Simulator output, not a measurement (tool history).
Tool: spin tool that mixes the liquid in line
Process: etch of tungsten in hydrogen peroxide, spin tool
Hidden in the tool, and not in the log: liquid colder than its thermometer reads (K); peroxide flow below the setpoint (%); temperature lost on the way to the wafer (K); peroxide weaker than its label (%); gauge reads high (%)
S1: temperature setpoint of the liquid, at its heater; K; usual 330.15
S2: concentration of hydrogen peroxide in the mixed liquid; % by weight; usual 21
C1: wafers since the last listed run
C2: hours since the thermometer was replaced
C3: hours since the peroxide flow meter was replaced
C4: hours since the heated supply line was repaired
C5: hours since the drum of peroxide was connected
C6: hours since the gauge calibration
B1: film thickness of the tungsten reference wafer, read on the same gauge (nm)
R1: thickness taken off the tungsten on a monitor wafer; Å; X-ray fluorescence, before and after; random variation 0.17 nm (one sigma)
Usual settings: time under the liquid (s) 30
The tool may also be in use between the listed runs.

Run 1, hour 0: usual settings; C1 0; C2 576; C3 1940.4; C4 2832.9; C5 447.4; C6 215.9; B1 29.67. Result: R1 383.9 Å.
Run 2, hour 31.6: usual settings; C1 312; C2 607.6; C3 1972; C4 2864.5; C5 479; C6 247.5; B1 29.62. Result: R1 385.6 Å.
Run 3, hour 92.7: usual settings; C1 604; C2 668.7; C3 2033.1; C4 2925.6; C5 540.1; C6 308.6; B1 29.57. Result: R1 383.8 Å.
Run 4, hour 149.5: usual settings; C1 561; C2 725.5; C3 2089.9; C4 2982.4; C5 596.9; C6 365.4; B1 29.5. Result: R1 381.3 Å.
Run 5, hour 216.7: usual settings; C1 664; C2 792.7; C3 2157.1; C4 3049.6; C5 664.1; C6 432.6; B1 29.46. Result: R1 383.1 Å.
Run 6, hour 244.7: usual settings; C1 276; C2 820.7; C3 2185.1; C4 3077.6; C5 692.1; C6 460.6; B1 29.45. Result: R1 385.9 Å.
Run 7, hour 309.7: usual settings but time under the liquid (s) 45; C1 642; C2 885.7; C3 2250.1; C4 3142.6; C5 757.1; C6 525.6; B1 29.43. Result: R1 566.2 Å.
Run 8, hour 354.9: usual settings but time under the liquid (s) 45; C1 446; C2 930.9; C3 2295.3; C4 3187.8; C5 802.3; C6 570.8; B1 29.4. Result: R1 572.3 Å.
Run 9, hour 407.9: usual settings but S1 327.15 K, S2 25.5 % by weight; C1 524; C2 983.9; C3 2348.3; C4 3240.8; C5 855.3; C6 623.8; B1 29.37. Result: R1 350.1 Å.
Run 10, hour 445.7: usual settings; C1 373; C2 1021.7; C3 2386.1; C4 3278.6; C5 893.1; C6 661.6; B1 29.4. Result: R1 380.3 Å.
Run 11, hour 495.3: usual settings but time under the liquid (s) 25; C1 490; C2 1071.3; C3 2435.7; C4 3328.2; C5 942.7; C6 711.2; B1 29.36. Result: R1 318.5 Å.
At hour 552.5: peroxide flow meter replaced.
Run 12, hour 554.3: usual settings; C1 573; C2 1130.3; C3 1.8; C4 3387.2; C5 1001.7; C6 770.2; B1 29.34. Result: R1 377.6 Å.
Run 13, hour 580.8: usual settings but S1 323.65 K, S2 15 % by weight, time under the liquid (s) 35; C1 262; C2 1156.8; C3 28.3; C4 3413.7; C5 1028.2; C6 796.7; B1 29.31. Result: R1 253.8 Å.
Run 14, hour 637.2: usual settings but S2 24 % by weight, time under the liquid (s) 45; C1 557; C2 1213.2; C3 84.7; C4 3470.1; C5 1084.6; C6 853.1; B1 29.34. Result: R1 611.2 Å.
Run 15, hour 688.8: usual settings; C1 510; C2 1264.8; C3 136.3; C4 3521.7; C5 1136.2; C6 904.7; B1 29.31. Result: R1 379.9 Å.
At hour 694: gauge calibrated.
Run 16, hour 720.9: usual settings but time under the liquid (s) 15; C1 317; C2 1296.9; C3 168.4; C4 3553.8; C5 1168.3; C6 26.9; B1 29.92. Result: R1 193.1 Å.
At hour 746: heated supply line repaired.
Run 17, hour 760.5: usual settings but S1 337.15 K, time under the liquid (s) 40; C1 381; C2 1336.5; C3 208; C4 14.5; C5 1207.9; C6 66.5; B1 29.82. Result: R1 765.9 Å.
At hour 783.8: new drum of peroxide connected.
Run 18, hour 828.5: usual settings but time under the liquid (s) 20; C1 662; C2 1404.5; C3 276; C4 82.5; C5 44.7; C6 134.5; B1 29.67. Result: R1 257.5 Å.
At hour 866.7: thermometer replaced.
Run 19, hour 881: usual settings; C1 509; C2 14.3; C3 328.5; C4 135; C5 97.2; C6 187; B1 29.6. Result: R1 381.8 Å.
Run 20, hour 928: usual settings but S2 15 % by weight, time under the liquid (s) 50; C1 464; C2 61.3; C3 375.5; C4 182; C5 144.2; C6 234; B1 29.54. Result: R1 535.4 Å.
Run 21, hour 956.2: usual settings but S1 333.65 K, S2 24 % by weight; C1 278; C2 89.5; C3 403.7; C4 210.2; C5 172.4; C6 262.2; B1 29.5. Result: R1 504.1 Å.
Run 22, hour 986.4: usual settings but S1 323.15 K, S2 16.5 % by weight, time under the liquid (s) 20; C1 298; C2 119.7; C3 433.9; C4 240.4; C5 202.6; C6 292.4; B1 29.47. Result: R1 147.4 Å.
Run 23, hour 1038.3: usual settings but S1 336.65 K, S2 15.5 % by weight, time under the liquid (s) 15; C1 513; C2 171.6; C3 485.8; C4 292.3; C5 254.5; C6 344.3; B1 29.42. Result: R1 239.5 Å.
Run 24, hour 1101.8: usual settings but S1 324.15 K, S2 25 % by weight, time under the liquid (s) 20; C1 627; C2 235.1; C3 549.3; C4 355.8; C5 318; C6 407.8; B1 29.38. Result: R1 193.4 Å.
Run 25, hour 1151: usual settings but S2 24.5 % by weight; C1 486; C2 284.3; C3 598.5; C4 405; C5 367.2; C6 457; B1 29.35. Result: R1 409.8 Å.
Run 26, hour 1176.2: usual settings but S1 336.15 K, S2 18 % by weight, time under the liquid (s) 15; C1 249; C2 309.5; C3 623.7; C4 430.2; C5 392.4; C6 482.2; B1 29.32. Result: R1 249 Å.

4 ways to go on from here, each from the tool as it stands after run 26. What would each give?
Run A, hour 1176.6: usual settings; C1 3; C2 309.9; C3 624.1; C4 430.6; C5 392.8; C6 482.6; B1 ?. Result: R1 ?.
Run B, hour 1176.6: usual settings but S1 326.65 K, time under the liquid (s) 15; C1 3; C2 309.9; C3 624.1; C4 430.6; C5 392.8; C6 482.6; B1 ?. Result: R1 ?.
Run C, hour 1176.6: usual settings but S2 16 % by weight, time under the liquid (s) 15; C1 3; C2 309.9; C3 624.1; C4 430.6; C5 392.8; C6 482.6; B1 ?. Result: R1 ?.
Run D, hour 1176.6: usual settings but S1 325.15 K, S2 15 % by weight; C1 3; C2 309.9; C3 624.1; C4 430.6; C5 392.8; C6 482.6; B1 ?. Result: R1 ?.

run     B1     R1
  A  29.33  379.8
  B  29.33  154.4
  C  29.33  165.8
  D  29.33  238.5
Without the tool's hidden state the same runs would have given:
run     R1
  A  388.7
  B    158
  C  169.6
  D    244

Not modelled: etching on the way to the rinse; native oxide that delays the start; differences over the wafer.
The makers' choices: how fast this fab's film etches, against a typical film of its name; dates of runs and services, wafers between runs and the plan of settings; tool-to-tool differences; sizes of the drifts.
